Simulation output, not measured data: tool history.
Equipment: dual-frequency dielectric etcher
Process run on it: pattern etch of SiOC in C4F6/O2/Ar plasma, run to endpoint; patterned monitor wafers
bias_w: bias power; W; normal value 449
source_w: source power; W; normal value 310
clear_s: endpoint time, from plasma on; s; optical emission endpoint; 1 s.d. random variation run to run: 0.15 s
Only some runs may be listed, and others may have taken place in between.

run    hour  bias_w  source_w  wafers since the last listed run  hours since the last wet clean  hours since the last bias power generator calibration  hours since the last source power generator calibration  hours since the last upper electrode change  incoming incoming film thickness, nm  clear_s
  1     0.0     449       310                                 0                           331.0                                                 2163.1                                                   1881.9                                       2576.1                                 44.32     17.7
  2    33.9     449       310                               410                           364.9                                                 2197.0                                                   1915.8                                       2610.0                                 44.71     18.1
      117.4  -- wet clean of the chamber
  3   117.9     449       310                               726                             0.5                                                 2281.0                                                   1999.8                                       2694.0                                 44.32     17.1
  4   160.7     519       290                               518                            43.3                                                 2323.8                                                   2042.6                                       2736.8                                 44.76     16.2
  5   210.7     519       290                               605                            93.3                                                 2373.8                                                   2092.6                                       2786.8                                 44.20     16.2
  6   239.3     404       250                               346                           121.9                                                 2402.4                                                   2121.2                                       2815.4                                 44.53     19.2
  7   264.3     404       250                               302                           146.9                                                 2427.4                                                   2146.2                                       2840.4                                 45.07     19.4
  8   288.6     538       310                               294                           171.2                                                 2451.7                                                   2170.5                                       2864.7                                 44.77     16.1
  9   319.0     538       310                               368                           201.6                                                 2482.1                                                   2200.9                                       2895.1                                 44.41     15.9
 10   363.8     538       310                               542                           246.4                                                 2526.9                                                   2245.7                                       2939.9                                 44.25     16.2
 11   400.8     449       260                               448                           283.4                                                 2563.9                                                   2282.7                                       2976.9                                 44.66     18.2
 12   462.2     449       310                               743                           344.8                                                 2625.3                                                   2344.1                                       3038.3                                 44.66     18.0
      536.7  -- wet clean of the chamber
 13   537.2     449       310                               617                             0.5                                                 2700.3                                                   2419.1                                       3113.3                                 44.32     16.9
 14   581.8     521       280                               540                            45.1                                                 2744.9                                                   2463.7                                       3157.9                                 44.49     16.2
 15   609.6     521       280                               336                            72.9                                                 2772.7                                                   2491.5                                       3185.7                                 44.88     16.6
 16   668.0     521       280                               707                           131.3                                                 2831.1                                                   2549.9                                       3244.1                                 44.55     16.5
 17   702.3     496       390                               415                           165.6                                                 2865.4                                                   2584.2                                       3278.4                                 44.29     15.5
 18   771.9     449       330                               842                           235.2                                                 2935.0                                                   2653.8                                       3348.0                                 44.44     17.2
 19   809.8     449       330                               458                           273.1                                                 2972.9                                                   2691.7                                       3385.9                                 44.52     17.2
      891.2  -- upper electrode replaced
 20   891.7     449       310                               701                           355.0                                                 3054.8                                                   2773.6                                          0.5                                 44.43     17.9
      900.3  -- bias power generator calibrated
 21   907.9     499       310                               147                           371.2                                                    7.6                                                   2789.8                                         16.7                                 44.86     16.9
 22   950.0     380       280                               509                           413.3                                                   49.7                                                   2831.9                                         58.8                                 44.10     19.2
     1033.9  -- wet clean of the chamber
 23  1093.3     449       310                              1444                            59.4                                                  193.0                                                   2975.2                                        202.1                                 44.95     17.5
 24  1137.3     517       330                               532                           103.4                                                  237.0                                                   3019.2                                        246.1                                 44.97     15.9
     1169.2  -- source power generator calibrated
 25  1175.7     449       250                               416                           141.8                                                  275.4                                                      6.5                                        284.5                                 44.62     18.4
 26  1208.6     339       270                               398                           174.7                                                  308.3                                                     39.4                                        317.4                                 44.46     20.5
 27  1251.7     373       240                               521                           217.8                                                  351.4                                                     82.5                                        360.5                                 44.49     20.3
 28  1308.8     361       280                               691                           274.9                                                  408.5                                                    139.6                                        417.6                                 44.55     20.0
 29  1370.9     449       310                               752                           337.0                                                  470.6                                                    201.7                                        479.7                                 44.45     17.6
     1457.3  -- wet clean of the chamber
 30  1457.8     499       240                               761                             0.5                                                  557.5                                                    288.6                                        566.6                                 44.49     17.4
 31  1472.5     492       360                               178                            15.2                                                  572.2                                                    303.3                                        581.3                                 44.47     15.5
 32  1503.4     449       310                               374                            46.1                                                  603.1                                                    334.2                                        612.2                                 44.37     17.1
 33  1563.3     449       310                               725                           106.0                                                  663.0                                                    394.1                                        672.1                                 44.71     17.2

Pick out some run-to-run changes in clear_s. Of each, how much would a tool without hidden state show as well, from the settings, what came in and chance, and how much is left for the hidden state and any gauge scatter not in both results compared?
Hidden state present: etch rate over this chamber's usual, %; bias power that arrives over what is set, %; source power that arrives over what is set, %.
Run 2 -> 3: wet clean of the chamber. clear_s -1.0 s: hidden state -0.8, all else -0.2.
Run 5 -> 6: bias_w 519 -> 404, source_w 290 -> 250. clear_s +3.0 s: hidden state +0.1, all else +2.9.
Run 7 -> 8: bias_w 404 -> 538, source_w 250 -> 310. clear_s -3.3 s: hidden state +0.0, all else -3.3.
Run 12 -> 13: wet clean of the chamber. clear_s -1.1 s: hidden state -0.9, all else -0.2.
Run 22 -> 23: bias_w 380 -> 449, source_w 280 -> 310, wet clean of the chamber. clear_s -1.7 s: hidden state -0.8, all else -0.9.
Run 24 -> 25: bias_w 517 -> 449, source_w 330 -> 250, source power generator calibrated. clear_s +2.5 s: hidden state +0.1, all else +2.4.

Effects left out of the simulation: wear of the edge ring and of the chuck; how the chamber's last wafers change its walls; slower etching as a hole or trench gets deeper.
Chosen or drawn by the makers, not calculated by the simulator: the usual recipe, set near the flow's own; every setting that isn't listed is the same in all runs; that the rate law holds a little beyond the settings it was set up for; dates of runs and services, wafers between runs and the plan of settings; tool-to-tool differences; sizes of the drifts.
